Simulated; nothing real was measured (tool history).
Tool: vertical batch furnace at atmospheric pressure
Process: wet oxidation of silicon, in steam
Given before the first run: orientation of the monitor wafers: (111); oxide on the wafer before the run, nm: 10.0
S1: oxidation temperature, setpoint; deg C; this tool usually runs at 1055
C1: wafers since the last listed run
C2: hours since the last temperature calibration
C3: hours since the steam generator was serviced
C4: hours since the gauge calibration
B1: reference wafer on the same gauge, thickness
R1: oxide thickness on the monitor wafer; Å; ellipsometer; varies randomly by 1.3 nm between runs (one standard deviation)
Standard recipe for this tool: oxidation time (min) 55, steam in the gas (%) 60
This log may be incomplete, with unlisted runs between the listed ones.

{"run": 1, "hour": 0.0, "S1": 1061, "oxidation time (min)": 55, "steam in the gas (%)": 60, "C1": 0, "C2": 1420.4, "C3": 74.9, "C4": 455.7, "B1": 460.89, "R1": 4507.4}
{"run": 2, "hour": 61.4, "S1": 1055, "oxidation time (min)": 70, "steam in the gas (%)": 60, "C1": 879, "C2": 1481.8, "C3": 136.3, "C4": 517.1, "B1": 461.79, "R1": 5004.6}
{"run": 3, "hour": 132.2, "S1": 1055, "oxidation time (min)": 70, "steam in the gas (%)": 60, "C1": 1013, "C2": 1552.6, "C3": 207.1, "C4": 587.9, "B1": 460.72, "R1": 5034.9}
{"run": 4, "hour": 178.8, "S1": 1055, "oxidation time (min)": 70, "steam in the gas (%)": 60, "C1": 667, "C2": 1599.2, "C3": 253.7, "C4": 634.5, "B1": 460.9, "R1": 5024.7}
{"run": 5, "hour": 267.2, "S1": 1055, "oxidation time (min)": 55, "steam in the gas (%)": 60, "C1": 1265, "C2": 1687.6, "C3": 342.1, "C4": 722.9, "B1": 461.05, "R1": 4363.3}
{"run": 6, "hour": 327.4, "S1": 1055, "oxidation time (min)": 55, "steam in the gas (%)": 60, "C1": 862, "C2": 1747.8, "C3": 402.3, "C4": 783.1, "B1": 460.67, "R1": 4378.9}
{"run": 7, "hour": 394.7, "S1": 1055, "oxidation time (min)": 55, "steam in the gas (%)": 60, "C1": 963, "C2": 1815.1, "C3": 469.6, "C4": 850.4, "B1": 461.08, "R1": 4380.5}
{"run": 8, "hour": 421.8, "S1": 1055, "oxidation time (min)": 55, "steam in the gas (%)": 60, "C1": 388, "C2": 1842.2, "C3": 496.7, "C4": 877.5, "B1": 461.51, "R1": 4383.4}
{"run": 9, "hour": 452.3, "S1": 1055, "oxidation time (min)": 55, "steam in the gas (%)": 60, "C1": 436, "C2": 1872.7, "C3": 527.2, "C4": 908, "B1": 460.95, "R1": 4394.2}
{"run": 10, "hour": 507.7, "S1": 1055, "oxidation time (min)": 55, "steam in the gas (%)": 60, "C1": 793, "C2": 1928.1, "C3": 582.6, "C4": 963.4, "B1": 461.29, "R1": 4370.1}
{"run": 11, "hour": 532.0, "S1": 1055, "oxidation time (min)": 55, "steam in the gas (%)": 60, "C1": 347, "C2": 1952.4, "C3": 606.9, "C4": 987.7, "B1": 461.15, "R1": 4395.7}
{"run": 12, "hour": 593.3, "S1": 1055, "oxidation time (min)": 55, "steam in the gas (%)": 60, "C1": 877, "C2": 2013.7, "C3": 668.2, "C4": 1049, "B1": 461.45, "R1": 4391.3}
{"hour": 613.0, "done": "gauge calibrated"}
{"run": 13, "hour": 624.0, "S1": 1055, "oxidation time (min)": 55, "steam in the gas (%)": 60, "C1": 439, "C2": 2044.4, "C3": 698.9, "C4": 11, "B1": 460.78, "R1": 4387.2}
{"run": 14, "hour": 658.0, "S1": 1055, "oxidation time (min)": 55, "steam in the gas (%)": 60, "C1": 486, "C2": 2078.4, "C3": 732.9, "C4": 45, "B1": 461.06, "R1": 4371.9}
{"run": 15, "hour": 722.5, "S1": 1074, "oxidation time (min)": 79.5, "steam in the gas (%)": 49, "C1": 923, "C2": 2142.9, "C3": 797.4, "C4": 109.5, "B1": 460.99, "R1": 5205}
{"run": 16, "hour": 747.4, "S1": 1040, "oxidation time (min)": 33.5, "steam in the gas (%)": 68, "C1": 356, "C2": 2167.8, "C3": 822.3, "C4": 134.4, "B1": 461.1, "R1": 3281.5}
{"run": 17, "hour": 799.4, "S1": 1055, "oxidation time (min)": 55, "steam in the gas (%)": 60, "C1": 744, "C2": 2219.8, "C3": 874.3, "C4": 186.4, "B1": 460.78, "R1": 4379}
{"run": 18, "hour": 867.3, "S1": 1032, "oxidation time (min)": 43, "steam in the gas (%)": 60, "C1": 972, "C2": 2287.7, "C3": 942.2, "C4": 254.3, "B1": 460.83, "R1": 3383.2}
{"run": 19, "hour": 925.1, "S1": 1055, "oxidation time (min)": 46, "steam in the gas (%)": 60, "C1": 827, "C2": 2345.5, "C3": 1000, "C4": 312.1, "B1": 460.95, "R1": 3947.8}
{"run": 20, "hour": 993.2, "S1": 1075, "oxidation time (min)": 41.5, "steam in the gas (%)": 70, "C1": 975, "C2": 2413.6, "C3": 1068.1, "C4": 380.2, "B1": 461.64, "R1": 4445.3}
{"hour": 1069.0, "done": "steam generator serviced"}
{"hour": 1074.2, "done": "thermocouples replaced and temperature profile calibrated"}
{"run": 21, "hour": 1074.7, "S1": 1055, "oxidation time (min)": 34.5, "steam in the gas (%)": 60, "C1": 748, "C2": 0.5, "C3": 5.7, "C4": 461.7, "B1": 460.75, "R1": 3337.5}
{"run": 22, "hour": 1129.5, "S1": 1055, "oxidation time (min)": 55, "steam in the gas (%)": 50, "C1": 784, "C2": 55.3, "C3": 60.5, "C4": 516.5, "B1": 460.94, "R1": 3947.8}
{"run": 23, "hour": 1176.0, "S1": 1034, "oxidation time (min)": 55, "steam in the gas (%)": 60, "C1": 665, "C2": 101.8, "C3": 107, "C4": 563, "B1": 460.95, "R1": 3984.8}
{"run": 24, "hour": 1237.3, "S1": 1055, "oxidation time (min)": 55, "steam in the gas (%)": 60, "C1": 877, "C2": 163.1, "C3": 168.3, "C4": 624.3, "B1": 460.95, "R1": 4392.5}
{"run": 25, "hour": 1438.3, "S1": 1075, "oxidation time (min)": 55, "steam in the gas (%)": 60, "C1": 2878, "C2": 364.1, "C3": 369.3, "C4": 825.3, "B1": 461.43, "R1": 4746}
{"hour": 1460.3, "done": "gauge calibrated"}
{"run": 26, "hour": 1496.2, "S1": 1055, "oxidation time (min)": 55, "steam in the gas (%)": 60, "C1": 829, "C2": 422, "C3": 427.2, "C4": 35.9, "B1": 460.72, "R1": 4380.5}
{"run": 27, "hour": 1610.8, "S1": 1055, "oxidation time (min)": 55, "steam in the gas (%)": 60, "C1": 1641, "C2": 536.6, "C3": 541.8, "C4": 150.5, "B1": 460.76, "R1": 4389.3}
{"run": 28, "hour": 1675.6, "S1": 1055, "oxidation time (min)": 70, "steam in the gas (%)": 71, "C1": 927, "C2": 601.4, "C3": 606.6, "C4": 215.3, "B1": 461.2, "R1": 5542.6}

Consider 4 possible next runs. They are alternatives, not a sequence: every one starts from the tool as it was left by run 28. What does each give?
{"run": "A", "hour": 1679.4, "S1": 1042, "oxidation time (min)": 55, "steam in the gas (%)": 60, "C1": 54, "C2": 605.2, "C3": 610.4, "C4": 219.1, "B1": "?", "R1": "?"}
{"run": "B", "hour": 1679.4, "S1": 1062, "oxidation time (min)": 55, "steam in the gas (%)": 60, "C1": 54, "C2": 605.2, "C3": 610.4, "C4": 219.1, "B1": "?", "R1": "?"}
{"run": "C", "hour": 1679.4, "S1": 1075, "oxidation time (min)": 68.5, "steam in the gas (%)": 66, "C1": 54, "C2": 605.2, "C3": 610.4, "C4": 219.1, "B1": "?", "R1": "?"}
{"run": "D", "hour": 1679.4, "S1": 1074, "oxidation time (min)": 31.5, "steam in the gas (%)": 60, "C1": 54, "C2": 605.2, "C3": 610.4, "C4": 219.1, "B1": "?", "R1": "?"}

run=A B1=461.06 R1=4115.1
run=B B1=461.06 R1=4505.9
run=C B1=461.06 R1=5663.8
run=D B1=461.06 R1=3453.2
With the hidden condition removed and each run's random variation left untouched, the same runs would have given:
run=A R1=4115.1
run=B R1=4505.9
run=C R1=5663.8
run=D R1=3453.2
